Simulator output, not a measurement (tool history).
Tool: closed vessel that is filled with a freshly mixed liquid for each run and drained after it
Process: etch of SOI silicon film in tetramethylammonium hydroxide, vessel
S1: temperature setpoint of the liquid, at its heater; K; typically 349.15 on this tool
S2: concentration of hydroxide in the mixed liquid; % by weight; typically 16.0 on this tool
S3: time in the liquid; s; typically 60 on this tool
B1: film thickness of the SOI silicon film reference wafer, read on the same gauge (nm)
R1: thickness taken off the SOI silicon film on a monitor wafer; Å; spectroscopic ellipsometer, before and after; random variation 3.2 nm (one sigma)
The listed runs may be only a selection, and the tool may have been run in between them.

{"run": 1, "hour": 0.0, "S1": 349.15, "S2": 16.0, "S3": 60, "B1": 30.0, "R1": 5487.2}
{"run": 2, "hour": 54.1, "S1": 349.15, "S2": 16.0, "S3": 60, "B1": 30.02, "R1": 5482.9}
{"run": 3, "hour": 135.1, "S1": 349.15, "S2": 16.0, "S3": 60, "B1": 30.02, "R1": 5471.5}
{"run": 4, "hour": 233.0, "S1": 349.15, "S2": 16.0, "S3": 60, "B1": 30.02, "R1": 5446.7}
{"hour": 304.3, "done": "hydroxide flow meter replaced"}
{"run": 5, "hour": 310.5, "S1": 349.15, "S2": 16.0, "S3": 60, "B1": 30.02, "R1": 5181.1}
{"run": 6, "hour": 347.5, "S1": 349.15, "S2": 16.0, "S3": 60, "B1": 30.01, "R1": 5129.7}
{"run": 7, "hour": 629.5, "S1": 349.15, "S2": 16.0, "S3": 60, "B1": 30.04, "R1": 5163.1}
{"run": 8, "hour": 696.3, "S1": 349.15, "S2": 16.0, "S3": 60, "B1": 29.97, "R1": 5163.7}
{"run": 9, "hour": 778.8, "S1": 349.15, "S2": 16.0, "S3": 60, "B1": 30.0, "R1": 5218.6}
{"run": 10, "hour": 829.9, "S1": 349.15, "S2": 16.0, "S3": 60, "B1": 29.97, "R1": 5120.0}
{"run": 11, "hour": 868.4, "S1": 349.15, "S2": 16.0, "S3": 60, "B1": 30.02, "R1": 5199.0}
{"hour": 879.0, "done": "thermometer replaced"}
{"run": 12, "hour": 1076.7, "S1": 349.15, "S2": 16.0, "S3": 60, "B1": 29.99, "R1": 5255.3}
{"run": 13, "hour": 1141.8, "S1": 349.15, "S2": 16.0, "S3": 60, "B1": 29.98, "R1": 5231.3}
{"run": 14, "hour": 1182.5, "S1": 349.15, "S2": 16.0, "S3": 60, "B1": 29.94, "R1": 5251.0}
{"run": 15, "hour": 1273.3, "S1": 349.15, "S2": 16.0, "S3": 60, "B1": 30.01, "R1": 5200.3}
{"run": 16, "hour": 1380.6, "S1": 355.65, "S2": 19.5, "S3": 30, "B1": 30.01, "R1": 3514.7}
{"run": 17, "hour": 1436.6, "S1": 342.15, "S2": 16.0, "S3": 50, "B1": 29.98, "R1": 2930.8}
{"run": 18, "hour": 1499.8, "S1": 349.15, "S2": 16.0, "S3": 60, "B1": 30.03, "R1": 5228.8}
{"run": 19, "hour": 1595.4, "S1": 354.15, "S2": 18.5, "S3": 50, "B1": 30.01, "R1": 5529.8}
{"hour": 1634.8, "done": "gauge calibrated"}
{"run": 20, "hour": 1686.8, "S1": 349.15, "S2": 16.0, "S3": 60, "B1": 30.0, "R1": 5341.6}
{"run": 21, "hour": 1738.9, "S1": 349.15, "S2": 16.0, "S3": 60, "B1": 30.0, "R1": 5313.4}
{"run": 22, "hour": 1804.9, "S1": 351.65, "S2": 11.5, "S3": 60, "B1": 30.0, "R1": 7102.9}
{"run": 23, "hour": 1881.6, "S1": 352.15, "S2": 20.5, "S3": 70, "B1": 29.95, "R1": 6758.1}
{"run": 24, "hour": 2002.9, "S1": 356.15, "S2": 18.0, "S3": 90, "B1": 30.07, "R1": 11348.7}
{"run": 25, "hour": 2072.7, "S1": 356.65, "S2": 20.5, "S3": 85, "B1": 30.02, "R1": 10433.5}
{"hour": 2103.2, "done": "hydroxide flow meter replaced"}
{"run": 26, "hour": 2243.0, "S1": 349.15, "S2": 16.0, "S3": 85, "B1": 30.02, "R1": 7379.7}
{"run": 27, "hour": 2348.3, "S1": 349.15, "S2": 20.5, "S3": 40, "B1": 29.99, "R1": 3157.5}
{"run": 28, "hour": 2392.7, "S1": 349.15, "S2": 16.0, "S3": 60, "B1": 30.03, "R1": 5199.7}
{"run": 29, "hour": 2462.6, "S1": 349.15, "S2": 12.0, "S3": 60, "B1": 29.97, "R1": 5949.5}
{"run": 30, "hour": 2512.9, "S1": 352.65, "S2": 13.5, "S3": 85, "B1": 30.04, "R1": 9870.9}
{"run": 31, "hour": 2558.4, "S1": 351.65, "S2": 11.5, "S3": 60, "B1": 29.99, "R1": 7038.7}
{"run": 32, "hour": 2659.2, "S1": 343.15, "S2": 16.0, "S3": 30, "B1": 30.04, "R1": 1844.0}
{"run": 33, "hour": 2759.3, "S1": 343.15, "S2": 16.0, "S3": 30, "B1": 29.98, "R1": 1849.9}
{"run": 34, "hour": 2848.6, "S1": 349.15, "S2": 17.5, "S3": 60, "B1": 30.02, "R1": 5157.4}
{"run": 35, "hour": 2906.9, "S1": 346.65, "S2": 13.5, "S3": 50, "B1": 29.94, "R1": 4123.3}

Branching from run 35: 3 alternative next runs. What would each branch give?
{"run": "A", "hour": 2907.6, "S1": 349.15, "S2": 16.0, "S3": 60, "B1": "?", "R1": "?"}
{"run": "B", "hour": 2907.6, "S1": 342.15, "S2": 16.0, "S3": 40, "B1": "?", "R1": "?"}
{"run": "C", "hour": 2907.6, "S1": 356.15, "S2": 17.5, "S3": 60, "B1": "?", "R1": "?"}

run=A B1=29.98 R1=5289.7
run=B B1=29.98 R1=2352.0
run=C B1=29.98 R1=7552.7
With the hidden condition removed and each run's random variation left untouched, the same runs would have given:
run=A R1=5137.3
run=B R1=2284.2
run=C R1=7336.4

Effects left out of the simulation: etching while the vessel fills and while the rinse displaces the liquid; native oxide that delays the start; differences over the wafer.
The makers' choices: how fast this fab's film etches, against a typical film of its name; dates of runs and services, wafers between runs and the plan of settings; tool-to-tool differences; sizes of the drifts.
